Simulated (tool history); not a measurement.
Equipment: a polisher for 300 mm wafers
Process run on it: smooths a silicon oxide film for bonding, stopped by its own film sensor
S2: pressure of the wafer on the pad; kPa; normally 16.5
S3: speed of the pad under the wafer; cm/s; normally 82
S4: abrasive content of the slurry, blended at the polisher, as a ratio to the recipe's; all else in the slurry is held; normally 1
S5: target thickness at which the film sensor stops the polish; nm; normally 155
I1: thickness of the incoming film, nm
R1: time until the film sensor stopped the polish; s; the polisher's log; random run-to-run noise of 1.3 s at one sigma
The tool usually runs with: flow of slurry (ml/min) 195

{"run": 1, "hour": 0.0, "flow of slurry (ml/min)": 195, "S2": 16.5, "S3": 82, "S4": 1, "S5": 155, "I1": 198.9, "R1": 68.4}
{"hour": 51.1, "done": "slurry nozzle cleaned"}
{"run": 2, "hour": 80.0, "flow of slurry (ml/min)": 195, "S2": 16.5, "S3": 82, "S4": 1, "S5": 155, "I1": 200.4, "R1": 67.5}
{"run": 3, "hour": 151.1, "flow of slurry (ml/min)": 195, "S2": 16.5, "S3": 82, "S4": 1.1, "S5": 155, "I1": 202.2, "R1": 67.3}
{"hour": 157.7, "done": "slurry blender recalibrated"}
{"hour": 206.7, "done": "worn pad replaced by a new one"}
{"run": 4, "hour": 223.4, "flow of slurry (ml/min)": 195, "S2": 16.5, "S3": 82, "S4": 1, "S5": 155, "I1": 203.2, "R1": 69.5}
{"run": 5, "hour": 288.8, "flow of slurry (ml/min)": 195, "S2": 16.5, "S3": 82, "S4": 1, "S5": 155, "I1": 201.8, "R1": 69.5}
{"run": 6, "hour": 390.0, "flow of slurry (ml/min)": 195, "S2": 16.5, "S3": 82, "S4": 1, "S5": 155, "I1": 199.5, "R1": 64.9}
{"hour": 411.0, "done": "slurry blender recalibrated"}
{"hour": 484.1, "done": "head pressure recalibrated"}
{"run": 7, "hour": 495.1, "flow of slurry (ml/min)": 195, "S2": 16.5, "S3": 82, "S4": 0.95, "S5": 155, "I1": 202, "R1": 74.3}
{"hour": 517.6, "done": "worn pad replaced by a new one"}
{"run": 8, "hour": 534.1, "flow of slurry (ml/min)": 195, "S2": 16.5, "S3": 82, "S4": 0.95, "S5": 155, "I1": 197.3, "R1": 67.2}
{"run": 9, "hour": 607.3, "flow of slurry (ml/min)": 195, "S2": 16.5, "S3": 82, "S4": 0.8, "S5": 165, "I1": 201.2, "R1": 62.2}
{"hour": 677.9, "done": "slurry blender recalibrated"}
{"run": 10, "hour": 713.4, "flow of slurry (ml/min)": 195, "S2": 16.5, "S3": 82, "S4": 0.8, "S5": 165, "I1": 199.4, "R1": 57.7}
{"hour": 720.8, "done": "slurry nozzle cleaned"}
{"run": 11, "hour": 808.2, "flow of slurry (ml/min)": 160, "S2": 20.7, "S3": 82, "S4": 1, "S5": 155, "I1": 197.5, "R1": 59.6}
{"hour": 838.9, "done": "worn pad replaced by a new one, of another model than before"}
{"run": 12, "hour": 844.8, "flow of slurry (ml/min)": 195, "S2": 16.5, "S3": 70, "S4": 1.25, "S5": 155, "I1": 200.6, "R1": 68.4}
{"run": 13, "hour": 927.1, "flow of slurry (ml/min)": 195, "S2": 20.7, "S3": 82, "S4": 1, "S5": 155, "I1": 197.3, "R1": 57.7}
{"hour": 950.2, "done": "slurry blender recalibrated"}
{"run": 14, "hour": 1006.3, "flow of slurry (ml/min)": 195, "S2": 16.5, "S3": 82, "S4": 0.8, "S5": 165, "I1": 203, "R1": 64.7}
{"run": 15, "hour": 1090.7, "flow of slurry (ml/min)": 195, "S2": 16.5, "S3": 82, "S4": 1, "S5": 155, "I1": 197.8, "R1": 66.1}
{"hour": 1140.6, "done": "worn pad replaced by a new one"}
{"run": 16, "hour": 1186.4, "flow of slurry (ml/min)": 195, "S2": 21.4, "S3": 58, "S4": 1, "S5": 166, "I1": 199.7, "R1": 51.2}
{"run": 17, "hour": 1283.3, "flow of slurry (ml/min)": 195, "S2": 16.5, "S3": 64, "S4": 1, "S5": 155, "I1": 203.9, "R1": 81.2}
{"hour": 1287.5, "done": "slurry blender recalibrated"}
{"run": 18, "hour": 1321.1, "flow of slurry (ml/min)": 195, "S2": 16.5, "S3": 74, "S4": 1, "S5": 164, "I1": 197.2, "R1": 53.6}
{"hour": 1342.2, "done": "slurry nozzle cleaned"}
{"run": 19, "hour": 1420.8, "flow of slurry (ml/min)": 195, "S2": 16.5, "S3": 82, "S4": 1.15, "S5": 155, "I1": 198.4, "R1": 62.6}
{"hour": 1467.5, "done": "worn pad replaced by a new one"}
{"run": 20, "hour": 1482.0, "flow of slurry (ml/min)": 195, "S2": 16.5, "S3": 74, "S4": 1, "S5": 155, "I1": 196.1, "R1": 65.5}

What if the next run were any one of these 4? Each begins from the tool's condition after run 20:
{"run": "A", "hour": 1482.4, "flow of slurry (ml/min)": 195, "S2": 16.5, "S3": 82, "S4": 1, "S5": 155, "I1": 198.6, "R1": "?"}
{"run": "B", "hour": 1482.4, "flow of slurry (ml/min)": 195, "S2": 16.5, "S3": 56, "S4": 1, "S5": 155, "I1": 198.6, "R1": "?"}
{"run": "C", "hour": 1482.4, "flow of slurry (ml/min)": 195, "S2": 16.5, "S3": 82, "S4": 1, "S5": 151, "I1": 198.6, "R1": "?"}
{"run": "D", "hour": 1482.4, "flow of slurry (ml/min)": 240, "S2": 16.5, "S3": 54, "S4": 1.25, "S5": 155, "I1": 198.6, "R1": "?"}

run=A R1=64.4
run=B R1=75
run=C R1=70.3
run=D R1=68.4
Stripped of hidden state, with their random variation kept, the same runs would have yielded:
run=A R1=66.7
run=B R1=77.7
run=C R1=72.9
run=D R1=71

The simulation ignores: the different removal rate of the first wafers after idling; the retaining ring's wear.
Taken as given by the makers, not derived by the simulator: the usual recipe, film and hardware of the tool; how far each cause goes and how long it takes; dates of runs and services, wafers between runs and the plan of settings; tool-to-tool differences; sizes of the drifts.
